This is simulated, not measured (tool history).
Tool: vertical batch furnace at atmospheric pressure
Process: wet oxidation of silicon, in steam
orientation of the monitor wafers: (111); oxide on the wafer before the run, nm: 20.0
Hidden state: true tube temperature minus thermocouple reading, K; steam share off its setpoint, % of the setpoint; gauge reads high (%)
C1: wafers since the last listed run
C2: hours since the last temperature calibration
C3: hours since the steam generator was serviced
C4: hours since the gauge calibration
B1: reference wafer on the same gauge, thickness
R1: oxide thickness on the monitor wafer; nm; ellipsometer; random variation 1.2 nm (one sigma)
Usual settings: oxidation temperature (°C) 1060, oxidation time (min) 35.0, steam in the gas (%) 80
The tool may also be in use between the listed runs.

Run 1, hour 0.0: usual settings; C1 0; C2 3630.2; C3 1551.6; C4 528.8; B1 438.82. Result: R1 442.76 nm.
At hour 3.2: gauge calibrated.
Run 2, hour 87.3: usual settings but steam in the gas (%) 73; C1 1260; C2 3717.5; C3 1638.9; C4 84.1; B1 438.83. Result: R1 421.81 nm.
Run 3, hour 158.2: usual settings but steam in the gas (%) 73; C1 1023; C2 3788.4; C3 1709.8; C4 155.0; B1 439.04. Result: R1 419.51 nm.
Run 4, hour 237.2: usual settings but steam in the gas (%) 73; C1 1140; C2 3867.4; C3 1788.8; C4 234.0; B1 439.11. Result: R1 419.61 nm.
Run 5, hour 314.2: usual settings; C1 1111; C2 3944.4; C3 1865.8; C4 311.0; B1 439.25. Result: R1 439.51 nm.
Run 6, hour 358.4: usual settings; C1 637; C2 3988.6; C3 1910.0; C4 355.2; B1 439.04. Result: R1 441.34 nm.
At hour 409.2: thermocouples replaced and temperature profile calibrated.
At hour 416.8: steam generator serviced.
Run 7, hour 417.3: usual settings; C1 393; C2 8.1; C3 0.5; C4 414.1; B1 438.85. Result: R1 431.26 nm.
At hour 438.4: gauge calibrated.
Run 8, hour 471.6: usual settings but oxidation time (min) 19.5; C1 783; C2 62.4; C3 54.8; C4 33.2; B1 439.23. Result: R1 304.93 nm.
Run 9, hour 535.3: usual settings; C1 919; C2 126.1; C3 118.5; C4 96.9; B1 438.95. Result: R1 426.59 nm.
At hour 562.8: steam generator serviced, repeated, since the last time left the tool worse.
Run 10, hour 629.7: usual settings; C1 1016; C2 220.5; C3 66.9; C4 191.3; B1 439.21. Result: R1 453.88 nm.
Run 11, hour 676.3: usual settings but oxidation temperature (°C) 1084, steam in the gas (%) 91; C1 672; C2 267.1; C3 113.5; C4 237.9; B1 439.02. Result: R1 538.50 nm.

Run 12 comes next. What will it give?
Run 12, hour 782.1: usual settings but oxidation temperature (°C) 1051, oxidation time (min) 29.5; C1 1527; C2 372.9; C3 219.3; C4 343.7; B1 ?. Result: R1 ?.

B1: 439.21
R1: 393.43 nm
Without the tool's hidden state the same run would have given R1 395.37 nm.
